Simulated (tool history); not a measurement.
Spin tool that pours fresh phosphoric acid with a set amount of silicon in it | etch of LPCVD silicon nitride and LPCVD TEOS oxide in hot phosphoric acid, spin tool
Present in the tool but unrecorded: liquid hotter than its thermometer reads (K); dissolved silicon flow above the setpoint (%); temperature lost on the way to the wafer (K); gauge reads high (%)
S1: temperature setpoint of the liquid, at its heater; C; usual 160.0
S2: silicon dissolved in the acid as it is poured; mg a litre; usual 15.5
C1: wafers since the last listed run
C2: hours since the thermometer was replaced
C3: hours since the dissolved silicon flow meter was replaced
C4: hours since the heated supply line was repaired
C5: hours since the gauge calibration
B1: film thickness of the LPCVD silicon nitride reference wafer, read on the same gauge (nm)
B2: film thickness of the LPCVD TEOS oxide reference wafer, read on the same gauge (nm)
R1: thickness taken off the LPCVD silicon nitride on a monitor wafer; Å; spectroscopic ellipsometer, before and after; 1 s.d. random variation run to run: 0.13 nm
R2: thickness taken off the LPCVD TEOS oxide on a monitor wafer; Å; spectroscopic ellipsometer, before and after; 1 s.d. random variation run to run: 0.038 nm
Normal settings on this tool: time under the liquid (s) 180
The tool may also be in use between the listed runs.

Run 1, hour 0.0: usual settings but S1 158.5 C, S2 23.5 mg a litre; C1 0; C2 835.1; C3 1054.1; C4 2649.4; C5 1583.2; B1 74.84; B2 85.526. Result: R1 156.2 Å, R2 6.76 Å.
Run 2, hour 31.6: usual settings but S1 158.5 C, S2 23.5 mg a litre; C1 299; C2 866.7; C3 1085.7; C4 2681.0; C5 1614.8; B1 74.84; B2 85.542. Result: R1 156.2 Å, R2 7.21 Å.
At hour 76.6: heated supply line repaired.
Run 3, hour 92.7: usual settings but time under the liquid (s) 105; C1 570; C2 927.8; C3 1146.8; C4 16.1; C5 1675.9; B1 74.88; B2 85.561. Result: R1 96.3 Å, R2 5.84 Å.
Run 4, hour 129.1: usual settings but S2 11.0 mg a litre; C1 345; C2 964.2; C3 1183.2; C4 52.5; C5 1712.3; B1 74.94; B2 85.624. Result: R1 164.1 Å, R2 10.62 Å.
At hour 158.5: gauge calibrated.
Run 5, hour 189.9: usual settings but S2 11.0 mg a litre; C1 576; C2 1025.0; C3 1244.0; C4 113.3; C5 31.4; B1 70.59; B2 80.667. Result: R1 154.6 Å, R2 10.90 Å.
Run 6, hour 224.4: usual settings but S2 10.0 mg a litre, time under the liquid (s) 220; C1 327; C2 1059.5; C3 1278.5; C4 147.8; C5 65.9; B1 70.86; B2 80.995. Result: R1 190.9 Å, R2 13.45 Å.
Run 7, hour 269.8: usual settings; C1 430; C2 1104.9; C3 1323.9; C4 193.2; C5 111.3; B1 71.20; B2 81.394. Result: R1 154.9 Å, R2 10.52 Å.
Run 8, hour 312.7: usual settings; C1 406; C2 1147.8; C3 1366.8; C4 236.1; C5 154.2; B1 71.56; B2 81.727. Result: R1 156.5 Å, R2 9.68 Å.
Run 9, hour 372.8: usual settings but S1 161.5 C, S2 11.5 mg a litre, time under the liquid (s) 220; C1 570; C2 1207.9; C3 1426.9; C4 296.2; C5 214.3; B1 71.90; B2 82.199. Result: R1 201.6 Å, R2 14.52 Å.
Run 10, hour 419.8: usual settings but S1 158.5 C, S2 23.5 mg a litre; C1 445; C2 1254.9; C3 1473.9; C4 343.2; C5 261.3; B1 72.17; B2 82.526. Result: R1 147.8 Å, R2 7.72 Å.
At hour 477.3: dissolved silicon flow meter replaced.
Run 11, hour 576.9: usual settings but S2 5.5 mg a litre, time under the liquid (s) 90; C1 1480; C2 1412.0; C3 99.6; C4 500.3; C5 418.4; B1 72.97; B2 83.415. Result: R1 80.4 Å, R2 6.00 Å.
Run 12, hour 609.3: usual settings but S1 161.5 C, time under the liquid (s) 85; C1 307; C2 1444.4; C3 132.0; C4 532.7; C5 450.8; B1 73.13; B2 83.569. Result: R1 80.3 Å, R2 5.30 Å.
Run 13, hour 650.5: usual settings; C1 390; C2 1485.6; C3 173.2; C4 573.9; C5 492.0; B1 73.30; B2 83.751. Result: R1 159.2 Å, R2 9.95 Å.
At hour 688.0: thermometer replaced.
Run 14, hour 690.8: usual settings but S2 5.5 mg a litre, time under the liquid (s) 270; C1 372; C2 2.8; C3 213.5; C4 614.2; C5 532.3; B1 73.44; B2 83.955. Result: R1 246.0 Å, R2 19.03 Å.
Run 15, hour 722.1: usual settings but time under the liquid (s) 145; C1 296; C2 34.1; C3 244.8; C4 645.5; C5 563.6; B1 73.57; B2 84.085. Result: R1 130.6 Å, R2 8.09 Å.
Run 16, hour 761.8: usual settings but time under the liquid (s) 80; C1 376; C2 73.8; C3 284.5; C4 685.2; C5 603.3; B1 73.72; B2 84.243. Result: R1 71.9 Å, R2 4.49 Å.
Run 17, hour 821.0: usual settings; C1 561; C2 133.0; C3 343.7; C4 744.4; C5 662.5; B1 73.90; B2 84.487. Result: R1 160.0 Å, R2 9.71 Å.
Run 18, hour 850.6: usual settings but S1 162.5 C, S2 20.0 mg a litre, time under the liquid (s) 220; C1 280; C2 162.6; C3 373.3; C4 774.0; C5 692.1; B1 73.95; B2 84.548. Result: R1 216.5 Å, R2 13.42 Å.
Run 19, hour 895.3: usual settings but S2 21.5 mg a litre; C1 423; C2 207.3; C3 418.0; C4 818.7; C5 736.8; B1 74.11; B2 84.698. Result: R1 164.1 Å, R2 9.44 Å.
Run 20, hour 923.4: usual settings but S2 7.0 mg a litre; C1 266; C2 235.4; C3 446.1; C4 846.8; C5 764.9; B1 74.19; B2 84.806. Result: R1 162.0 Å, R2 11.30 Å.
Run 21, hour 974.5: usual settings but S1 158.0 C, S2 10.0 mg a litre, time under the liquid (s) 120; C1 484; C2 286.5; C3 497.2; C4 897.9; C5 816.0; B1 74.35; B2 84.887. Result: R1 99.7 Å, R2 6.90 Å.
Run 22, hour 1029.4: usual settings but S1 163.0 C; C1 520; C2 341.4; C3 552.1; C4 952.8; C5 870.9; B1 74.44; B2 85.078. Result: R1 180.0 Å, R2 12.71 Å.
Run 23, hour 1084.8: usual settings but S1 161.5 C, S2 24.5 mg a litre; C1 525; C2 396.8; C3 607.5; C4 1008.2; C5 926.3; B1 74.57; B2 85.209. Result: R1 171.4 Å, R2 9.04 Å.

Below are 3 alternative next runs, each starting from the tool's condition after run 23. Predict each:
Run A, hour 1085.3: usual settings; C1 4; C2 397.3; C3 608.0; C4 1008.7; C5 926.8; B1 ?; B2 ?. Result: R1 ?, R2 ?.
Run B, hour 1085.3: usual settings but S1 161.0 C, S2 23.5 mg a litre, time under the liquid (s) 145; C1 4; C2 397.3; C3 608.0; C4 1008.7; C5 926.8; B1 ?; B2 ?. Result: R1 ?, R2 ?.
Run C, hour 1085.3: usual settings but S2 3.0 mg a litre, time under the liquid (s) 225; C1 4; C2 397.3; C3 608.0; C4 1008.7; C5 926.8; B1 ?; B2 ?. Result: R1 ?, R2 ?.

run     B1      B2     R1     R2
  A  74.57  85.208  162.3   9.59
  B  74.57  85.208  135.2   6.63
  C  74.57  85.208  202.9  15.78
The same runs, with their run-to-run variation unchanged, on a tool lacking any hidden condition would have given:
run     R1     R2
  A  152.4   9.01
  B  127.0   6.23
  C  190.5  14.82
